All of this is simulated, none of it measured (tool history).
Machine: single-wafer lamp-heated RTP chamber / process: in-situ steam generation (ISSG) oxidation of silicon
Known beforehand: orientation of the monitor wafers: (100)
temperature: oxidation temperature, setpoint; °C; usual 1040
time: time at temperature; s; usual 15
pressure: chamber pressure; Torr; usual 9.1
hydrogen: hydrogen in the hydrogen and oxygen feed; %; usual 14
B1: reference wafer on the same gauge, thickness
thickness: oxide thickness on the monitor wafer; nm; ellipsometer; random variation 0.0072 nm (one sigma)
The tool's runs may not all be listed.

run 1 hour=0 | temperature=1047 time=15 pressure=9.1 hydrogen=19 | B1=4.77 | thickness=5.409
run 2 hour=49.1 | temperature=1047 time=15 pressure=9.1 hydrogen=19 | B1=4.771 | thickness=5.414
run 3 hour=61.4 | temperature=1040 time=15 pressure=9.1 hydrogen=14 | B1=4.769 | thickness=4.89
run 4 hour=78.9 | temperature=1040 time=15 pressure=9.1 hydrogen=14 | B1=4.77 | thickness=4.89
run 5 hour=89.5 | temperature=1040 time=15 pressure=9.1 hydrogen=14 | B1=4.769 | thickness=4.904
run 6 hour=103.1 | temperature=1040 time=15 pressure=9.1 hydrogen=14 | B1=4.769 | thickness=4.89
run 7 hour=115.2 | temperature=1040 time=15 pressure=9.1 hydrogen=14 | B1=4.77 | thickness=4.892
run 8 hour=130.9 | temperature=1040 time=15 pressure=9.1 hydrogen=14 | B1=4.77 | thickness=4.904
-- hour=144.1 pressure gauge zeroed
run 9 hour=144.8 | temperature=1040 time=15 pressure=9.1 hydrogen=14 | B1=4.769 | thickness=4.906
run 10 hour=159.2 | temperature=1024 time=15 pressure=9.1 hydrogen=14 | B1=4.77 | thickness=4.55
run 11 hour=173.9 | temperature=1024 time=15 pressure=9.1 hydrogen=14 | B1=4.769 | thickness=4.553
run 12 hour=190.3 | temperature=1040 time=15 pressure=9.1 hydrogen=14 | B1=4.77 | thickness=4.924
-- hour=201.3 gauge calibrated
-- hour=223.8 pyrometer window cleaned and pyrometer calibrated
run 13 hour=232.3 | temperature=1040 time=15 pressure=9.1 hydrogen=14 | B1=4.77 | thickness=4.788
run 14 hour=240.5 | temperature=1029 time=15 pressure=9.1 hydrogen=21 | B1=4.771 | thickness=4.997
run 15 hour=246.6 | temperature=1040 time=15 pressure=9.1 hydrogen=14 | B1=4.771 | thickness=4.799
run 16 hour=257.3 | temperature=1024 time=10 pressure=9.1 hydrogen=14 | B1=4.771 | thickness=3.676
run 17 hour=267.5 | temperature=1040 time=15 pressure=9.1 hydrogen=14 | B1=4.769 | thickness=4.803
run 18 hour=274.4 | temperature=1040 time=15 pressure=10.2 hydrogen=14 | B1=4.771 | thickness=4.731
-- hour=291.6 hydrogen flow controller replaced
run 19 hour=292.1 | temperature=1040 time=15 pressure=9.1 hydrogen=14 | B1=4.771 | thickness=4.802
run 20 hour=305.4 | temperature=1040 time=15 pressure=8.7 hydrogen=14 | B1=4.77 | thickness=4.831
run 21 hour=315.9 | temperature=1040 time=12 pressure=9.1 hydrogen=14 | B1=4.77 | thickness=4.304
run 22 hour=325.6 | temperature=1026 time=15 pressure=9.1 hydrogen=14 | B1=4.771 | thickness=4.506
run 23 hour=371.2 | temperature=1026 time=17 pressure=9.8 hydrogen=14 | B1=4.771 | thickness=4.764
run 24 hour=387.8 | temperature=1046 time=15 pressure=9.1 hydrogen=14 | B1=4.771 | thickness=4.977
run 25 hour=411.5 | temperature=1040 time=15 pressure=9.1 hydrogen=14 | B1=4.771 | thickness=4.829
run 26 hour=419.6 | temperature=1047 time=15 pressure=9.1 hydrogen=11 | B1=4.77 | thickness=4.754

Consider 5 possible next runs. They are alternatives, not a sequence: every one starts from the tool as it was left by run 26. What does each give?
run A hour=420.1 | temperature=1040 time=15 pressure=9.1 hydrogen=14 | B1=? | thickness=?
run B hour=420.1 | temperature=1051 time=21 pressure=7.6 hydrogen=19 | B1=? | thickness=?
run C hour=420.1 | temperature=1040 time=17 pressure=9.1 hydrogen=14 | B1=? | thickness=?
run D hour=420.1 | temperature=1040 time=15 pressure=9.6 hydrogen=17 | B1=? | thickness=?
run E hour=420.1 | temperature=1047 time=13 pressure=9.8 hydrogen=11 | B1=? | thickness=?

run=A B1=4.77 thickness=4.848
run=B B1=4.77 thickness=6.584
run=C B1=4.77 thickness=5.169
run=D B1=4.77 thickness=5.029
run=E B1=4.77 thickness=4.385
What these runs would have given with no unlogged condition in the tool:
run=A thickness=4.804
run=B thickness=6.515
run=C thickness=5.12
run=D thickness=4.983
run=E thickness=4.345
